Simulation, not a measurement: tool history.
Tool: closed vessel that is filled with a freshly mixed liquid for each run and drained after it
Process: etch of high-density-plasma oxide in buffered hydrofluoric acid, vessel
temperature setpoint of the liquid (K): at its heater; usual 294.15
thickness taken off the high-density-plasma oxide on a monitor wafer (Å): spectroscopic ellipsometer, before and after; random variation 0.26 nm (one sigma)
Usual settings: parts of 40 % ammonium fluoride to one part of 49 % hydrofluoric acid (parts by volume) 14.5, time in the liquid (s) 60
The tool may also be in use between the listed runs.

| run | day | temperature setpoint of the liquid (K) | parts of 40 % ammonium fluoride to one part of 49 % hydrofluoric acid (parts by volume) | time in the liquid (s) | wafers since the last listed run | hours since the thermometer was replaced | hours since the hydrofluoric acid flow meter was replaced | hours since the gauge calibration | read-back film thickness of the high-density-plasma oxide reference wafer, read on the same gauge (nm) | thickness taken off the high-density-plasma oxide on a monitor wafer (Å) |
|---|---|---|---|---|---|---|---|---|---|---|
| 1 | 0 | 294.15 | 17 | 70 | 0 | 2788.4 | 902.5 | 300.7 | 120 | 570.6 |
| 2 | 0.496 | 294.15 | 17 | 70 | 1714 | 2800.3 | 914.4 | 312.6 | 120.02 | 562.6 |
| 3 | 1.179 | 294.15 | 14.5 | 60 | 2362 | 2816.7 | 930.8 | 329 | 120 | 567.8 |
| 4 | 1.521 | 294.15 | 10 | 60 | 1181 | 2824.9 | 939 | 337.2 | 120.02 | 813 |
| 5 | 2.262 | 294.15 | 10 | 60 | 2564 | 2842.7 | 956.8 | 355 | 119.98 | 811.4 |
| 6 | 2.638 | 294.15 | 14.5 | 60 | 1296 | 2851.7 | 965.8 | 364 | 120.01 | 567.8 |
| 7 | 3.129 | 294.15 | 14.5 | 60 | 1699 | 2863.5 | 977.6 | 375.8 | 119.97 | 569.7 |
| 8 | 3.421 | 294.15 | 14.5 | 60 | 1008 | 2870.5 | 984.6 | 382.8 | 120 | 568.6 |
| 9 | 3.825 | 294.15 | 14.5 | 60 | 1397 | 2880.2 | 994.3 | 392.5 | 119.99 | 568.4 |
| 10 | 4.25 | 294.15 | 14.5 | 60 | 1469 | 2890.4 | 1004.5 | 402.7 | 119.97 | 569.2 |
|  | 4.433 | thermometer replaced |
| 11 | 4.954 | 290.15 | 19.5 | 90 | 2290 | 12.5 | 1021.4 | 419.6 | 120 | 452.6 |
| 12 | 5.392 | 299.15 | 12.5 | 60 | 1512 | 23 | 1031.9 | 430.1 | 119.97 | 765.3 |
| 13 | 6.088 | 298.65 | 17.5 | 90 | 2405 | 39.7 | 1048.6 | 446.8 | 120.03 | 807.5 |
| 14 | 6.65 | 298.65 | 17 | 35 | 1944 | 53.2 | 1062.1 | 460.3 | 120.01 | 325.3 |
| 15 | 7.008 | 298.65 | 14.5 | 60 | 1238 | 61.8 | 1070.7 | 468.9 | 120.01 | 641.8 |
| 16 | 7.704 | 297.15 | 17.5 | 50 | 2405 | 78.5 | 1087.4 | 485.6 | 120 | 414.9 |
| 17 | 8.042 | 294.15 | 12.5 | 85 | 1166 | 86.6 | 1095.5 | 493.7 | 119.99 | 820.9 |
|  | 8.438 | gauge calibrated |
| 18 | 8.717 | 294.15 | 14.5 | 60 | 2333 | 102.8 | 1111.7 | 6.7 | 120.03 | 507.3 |
| 19 | 8.996 | 298.65 | 12 | 40 | 965 | 109.5 | 1118.4 | 13.4 | 120 | 519.5 |
| 20 | 9.304 | 294.15 | 14.5 | 60 | 1066 | 116.9 | 1125.8 | 20.8 | 120.01 | 509.2 |
| 21 | 9.925 | 297.15 | 17 | 80 | 2146 | 131.8 | 1140.7 | 35.7 | 120 | 681.5 |
| 22 | 10.288 | 291.65 | 17.5 | 90 | 1253 | 140.5 | 1149.4 | 44.4 | 119.98 | 550.1 |
|  | 10.588 | hydrofluoric acid flow meter replaced |
| 23 | 10.746 | 294.15 | 14.5 | 60 | 1440 | 151.5 | 3.8 | 55.4 | 119.99 | 508 |
| 24 | 11.212 | 295.65 | 14.5 | 40 | 1613 | 162.7 | 15 | 66.6 | 120 | 366.5 |
| 25 | 11.838 | 294.15 | 14.5 | 60 | 2160 | 177.7 | 30 | 81.6 | 119.98 | 508.2 |
| 26 | 12.521 | 298.65 | 14.5 | 40 | 2362 | 194.1 | 46.4 | 98 | 120.03 | 431.5 |
| 27 | 13.238 | 294.15 | 14.5 | 70 | 2477 | 211.3 | 63.6 | 115.2 | 120 | 594.3 |
| 28 | 14.654 | 294.15 | 14.5 | 60 | 4898 | 245.3 | 97.6 | 149.2 | 120.02 | 510.3 |
| 29 | 15.146 | 296.65 | 19 | 60 | 1699 | 257.1 | 109.4 | 161 | 119.98 | 449.7 |
| 30 | 15.496 | 296.65 | 18.5 | 60 | 1210 | 265.5 | 117.8 | 169.4 | 119.99 | 462.4 |

Forecast each of these 5 alternatives for the next run:
| A | 15.525 | 297.65 | 14.5 | 60 | 100 | 266.2 | 118.5 | 170.1 | ? | ? |
| B | 15.525 | 294.15 | 14.5 | 80 | 100 | 266.2 | 118.5 | 170.1 | ? | ? |
| C | 15.525 | 297.65 | 17.5 | 30 | 100 | 266.2 | 118.5 | 170.1 | ? | ? |
| D | 15.525 | 290.15 | 11.5 | 90 | 100 | 266.2 | 118.5 | 170.1 | ? | ? |
| E | 15.525 | 294.15 | 16.5 | 60 | 100 | 266.2 | 118.5 | 170.1 | ? | ? |

| run | read-back film thickness of the high-density-plasma oxide reference wafer, read on the same gauge (nm) | thickness taken off the high-density-plasma oxide on a monitor wafer (Å) |
|---|---|---|
| A | 119.98 | 615.1 |
| B | 119.98 | 676.8 |
| C | 119.98 | 255.6 |
| D | 119.98 | 763.1 |
| E | 119.98 | 447 |
Without the tool's hidden state the same runs would have given:
| run | thickness taken off the high-density-plasma oxide on a monitor wafer (Å) |
|---|---|
| A | 598.6 |
| B | 658.2 |
| C | 248.8 |
| D | 741.7 |
| E | 434.7 |
